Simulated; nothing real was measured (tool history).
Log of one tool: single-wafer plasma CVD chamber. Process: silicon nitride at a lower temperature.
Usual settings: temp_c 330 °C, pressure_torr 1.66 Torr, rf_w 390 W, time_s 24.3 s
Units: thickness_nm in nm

run   hour  temp_c  pressure_torr  rf_w  time_s  wafers since the last listed run  hours since the last thermocouple change  hours since the last RF generator calibration  hours since the last manometer calibration  hours since the showerhead was replaced  hours since the gauge calibration  read-back reference wafer on the same gauge, thickness_nm  thickness_nm
  1      0     324           1.66   390    24.3                                 0                                    1679.6                                         1125.6                                       829.8                                   4386.6                               63.2                                                     32.592         36.47
  2   17.5     324           1.66   390    24.3                               571                                    1697.1                                         1143.1                                       847.3                                   4404.1                               80.7                                                     32.605        36.498
  3   24.7     330           1.66   390    24.3                               235                                    1704.3                                         1150.3                                       854.5                                   4411.3                               87.9                                                     32.601        36.377
  4   32.8     330           1.43   390    25.8                               264                                    1712.4                                         1158.4                                       862.6                                   4419.4                                 96                                                     32.604        36.727
  5   45.6     330           1.66   335    24.3                               417                                    1725.2                                         1171.2                                       875.4                                   4432.2                              108.8                                                     32.596        32.489
  6   60.8     330           1.66   335    24.3                               496                                    1740.4                                         1186.4                                       890.6                                   4447.4                                124                                                     32.609        32.494
  7   71.8     330           1.66   335    24.3                               359                                    1751.4                                         1197.4                                       901.6                                   4458.4                                135                                                     32.587        32.438
  8   87.6     330           1.55   390    24.3                               515                                    1767.2                                         1213.2                                       917.4                                   4474.2                              150.8                                                     32.603        35.533
  9   99.9     330           1.42   390    24.3                               401                                    1779.5                                         1225.5                                       929.7                                   4486.5                              163.1                                                      32.61        34.522
     149.7  -- thermocouple changed; heater temperature recalibrated
 10  150.4     330           1.42   390    24.3                              1387                                       0.7                                           1276                                       980.2                                     4537                              213.6                                                     32.611        34.406
     158.4  -- RF generator calibrated
 11  163.4     330           1.83   390    22.5                               163                                      13.7                                              5                                       993.2                                     4550                              226.6                                                     32.602        36.324
 12    172     330           1.66   405    24.3                               280                                      22.3                                           13.6                                      1001.8                                   4558.6                              235.2                                                      32.59        39.045
     177.6  -- gauge calibrated
 13  181.5     330           1.66   405    24.3                               310                                      31.8                                           23.1                                      1011.3                                   4568.1                                3.9                                                       32.6         39.01
 14  191.4     317           1.79   390    24.3                               323                                      41.7                                             33                                      1021.2                                     4578                               13.8                                                     32.602        39.255
 15  201.1     330           1.66   390    24.3                               316                                      51.4                                           42.7                                      1030.9                                   4587.7                               23.5                                                     32.608        38.101
 16  210.8     341           1.66   390    27.7                               316                                      61.1                                           52.4                                      1040.6                                   4597.4                               33.2                                                     32.599        43.334
     220.6  -- showerhead replaced
 17  223.9     330           1.66   455    24.3                               166                                      74.2                                           65.5                                      1053.7                                      3.3                               46.3                                                       32.6         42.34
 18    234     323           1.66   390    24.3                               329                                      84.3                                           75.6                                      1063.8                                     13.4                               56.4                                                     32.594        38.285
     251.2  -- capacitance manometer re-zeroed and calibrated
 19  251.7     330           1.25   390    24.3                               316                                       102                                           93.3                                         0.5                                     31.1                               74.1                                                     32.603        33.992
 20  260.1     316           1.66   390    24.3                               274                                     110.4                                          101.7                                         8.9                                     39.5                               82.5                                                     32.599        37.705
 21  267.4     330           1.66   345    24.3                               238                                     117.7                                            109                                        16.2                                     46.8                               89.8                                                     32.594        34.271
 22  280.5     344           1.66   330    27.6                               427                                     130.8                                          122.1                                        29.3                                     59.9                              102.9                                                     32.591        37.437
 23    293     330           1.66   460    24.3                               408                                     143.3                                          134.6                                        41.8                                     72.4                              115.4                                                     32.596        41.867
 24  304.9     330           1.66   390    24.3                               388                                     155.2                                          146.5                                        53.7                                     84.3                              127.3                                                     32.597        37.391
 25  314.6     330           1.28   415    28.1                               316                                     164.9                                          156.2                                        63.4                                       94                                137                                                     32.603        41.257
 26  321.4     330           1.66   390    24.3                               222                                     171.7                                            163                                        70.2                                    100.8                              143.8                                                       32.6        37.535

Forecast each of these 3 alternatives for the next run:
  A  321.8     330           1.66   465    24.3                                13                                     172.1                                          163.4                                        70.6                                    101.2                              144.2                                                          ?             ?
  B  321.8     338           1.41   390    25.9                                13                                     172.1                                          163.4                                        70.6                                    101.2                              144.2                                                          ?             ?
  C  321.8     343           1.66   390    27.7                                13                                     172.1                                          163.4                                        70.6                                    101.2                              144.2                                                          ?             ?

run  read-back reference wafer on the same gauge, thickness_nm  thickness_nm
  A                                                     32.597        42.111
  B                                                     32.597        37.664
  C                                                     32.597        42.464
Without the tool's hidden state the same runs would have given:
run  thickness_nm
  A        42.155
  B        37.707
  C        42.516
